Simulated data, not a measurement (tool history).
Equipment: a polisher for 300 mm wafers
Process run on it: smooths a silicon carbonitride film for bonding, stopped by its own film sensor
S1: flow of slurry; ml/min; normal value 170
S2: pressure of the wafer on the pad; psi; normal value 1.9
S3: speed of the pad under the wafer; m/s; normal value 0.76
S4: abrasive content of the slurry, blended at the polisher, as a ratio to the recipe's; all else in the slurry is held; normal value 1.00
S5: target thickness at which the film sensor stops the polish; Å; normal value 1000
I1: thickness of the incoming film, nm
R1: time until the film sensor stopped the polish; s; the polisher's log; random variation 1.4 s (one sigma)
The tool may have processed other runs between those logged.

run 1 hour=0.0 | S1=170 S2=1.9 S3=0.76 S4=1.00 S5=950 | I1=119.1 | R1=131.1
run 2 hour=9.9 | S1=170 S2=1.9 S3=0.76 S4=1.00 S5=1000 | I1=120.9 | R1=114.7
run 3 hour=31.7 | S1=170 S2=1.9 S3=0.76 S4=1.00 S5=1000 | I1=119.7 | R1=106.2
run 4 hour=39.9 | S1=170 S2=1.9 S3=0.76 S4=1.00 S5=1000 | I1=120.4 | R1=113.5
run 5 hour=51.3 | S1=170 S2=1.9 S3=0.76 S4=1.00 S5=1000 | I1=119.1 | R1=104.8
run 6 hour=62.9 | S1=170 S2=1.9 S3=0.76 S4=1.00 S5=1000 | I1=120.3 | R1=110.9
-- hour=71.1 worn pad replaced by a new one
run 7 hour=71.6 | S1=135 S2=2.2 S3=0.68 S4=0.80 S5=1000 | I1=120.4 | R1=139.1
run 8 hour=82.3 | S1=170 S2=1.5 S3=0.68 S4=0.85 S5=1000 | I1=120.9 | R1=176.7
-- hour=86.2 slurry blender recalibrated
run 9 hour=97.9 | S1=155 S2=1.9 S3=0.92 S4=1.00 S5=1000 | I1=120.7 | R1=103.9
run 10 hour=106.4 | S1=190 S2=2.1 S3=0.76 S4=1.00 S5=1000 | I1=119.4 | R1=97.0
run 11 hour=114.6 | S1=170 S2=1.9 S3=0.54 S4=1.00 S5=1000 | I1=120.8 | R1=157.9
run 12 hour=120.9 | S1=225 S2=1.7 S3=0.76 S4=0.75 S5=1060 | I1=122.2 | R1=120.5
run 13 hour=130.2 | S1=170 S2=2.4 S3=0.76 S4=0.80 S5=1000 | I1=121.3 | R1=116.3
run 14 hour=141.5 | S1=200 S2=1.5 S3=0.76 S4=1.00 S5=1000 | I1=119.9 | R1=136.3
run 15 hour=154.3 | S1=170 S2=1.9 S3=0.76 S4=1.00 S5=1020 | I1=119.7 | R1=102.9
run 16 hour=161.5 | S1=170 S2=1.9 S3=0.76 S4=1.00 S5=1030 | I1=119.5 | R1=93.5
run 17 hour=175.2 | S1=225 S2=1.6 S3=0.76 S4=1.00 S5=1000 | I1=121.6 | R1=133.6
-- hour=185.0 head pressure recalibrated
run 18 hour=185.5 | S1=215 S2=2.5 S3=0.90 S4=1.00 S5=1060 | I1=120.8 | R1=53.7
-- hour=203.2 slurry nozzle cleaned
-- hour=226.5 slurry blender recalibrated
run 19 hour=232.8 | S1=205 S2=1.9 S3=0.96 S4=1.00 S5=1000 | I1=120.9 | R1=85.7
-- hour=249.7 worn pad replaced by a new one
run 20 hour=250.6 | S1=170 S2=2.2 S3=0.76 S4=1.15 S5=1000 | I1=121.0 | R1=85.8
run 21 hour=257.6 | S1=205 S2=1.9 S3=0.96 S4=1.00 S5=1000 | I1=119.9 | R1=81.0
run 22 hour=299.3 | S1=185 S2=1.5 S3=0.76 S4=0.85 S5=1040 | I1=118.8 | R1=105.0
run 23 hour=313.8 | S1=170 S2=2.5 S3=0.64 S4=1.20 S5=980 | I1=119.4 | R1=87.1
run 24 hour=324.0 | S1=140 S2=1.9 S3=0.76 S4=1.00 S5=1000 | I1=120.8 | R1=112.7
run 25 hour=335.0 | S1=170 S2=1.9 S3=0.76 S4=1.00 S5=1000 | I1=119.5 | R1=100.1
run 26 hour=348.3 | S1=170 S2=1.9 S3=0.76 S4=1.00 S5=1000 | I1=122.2 | R1=114.9
-- hour=353.0 slurry blender recalibrated
run 27 hour=357.2 | S1=170 S2=1.9 S3=0.76 S4=1.00 S5=1000 | I1=121.2 | R1=109.5
run 28 hour=364.2 | S1=170 S2=1.9 S3=0.76 S4=1.00 S5=1000 | I1=121.8 | R1=112.8
run 29 hour=380.0 | S1=200 S2=1.2 S3=0.76 S4=1.25 S5=1000 | I1=121.9 | R1=143.3

Alternative continuations, all from the tool just after run 29; predict every row:
run A hour=380.5 | S1=170 S2=1.5 S3=0.76 S4=1.00 S5=1000 | I1=120.1 | R1=?
run B hour=380.5 | S1=170 S2=1.9 S3=0.50 S4=1.15 S5=1000 | I1=120.1 | R1=?
run C hour=380.5 | S1=170 S2=1.7 S3=0.76 S4=1.00 S5=1000 | I1=120.1 | R1=?
run D hour=380.5 | S1=170 S2=1.9 S3=0.76 S4=1.00 S5=960 | I1=120.1 | R1=?
run E hour=380.5 | S1=170 S2=1.9 S3=0.58 S4=0.75 S5=1000 | I1=120.1 | R1=?

run=A R1=127.9
run=B R1=133.2
run=C R1=114.7
run=D R1=124.6
run=E R1=163.8
Take away the tool's hidden state, keep each run's random variation, and the runs would have read:
run=A R1=125.2
run=B R1=130.4
run=C R1=112.2
run=D R1=122.0
run=E R1=160.3

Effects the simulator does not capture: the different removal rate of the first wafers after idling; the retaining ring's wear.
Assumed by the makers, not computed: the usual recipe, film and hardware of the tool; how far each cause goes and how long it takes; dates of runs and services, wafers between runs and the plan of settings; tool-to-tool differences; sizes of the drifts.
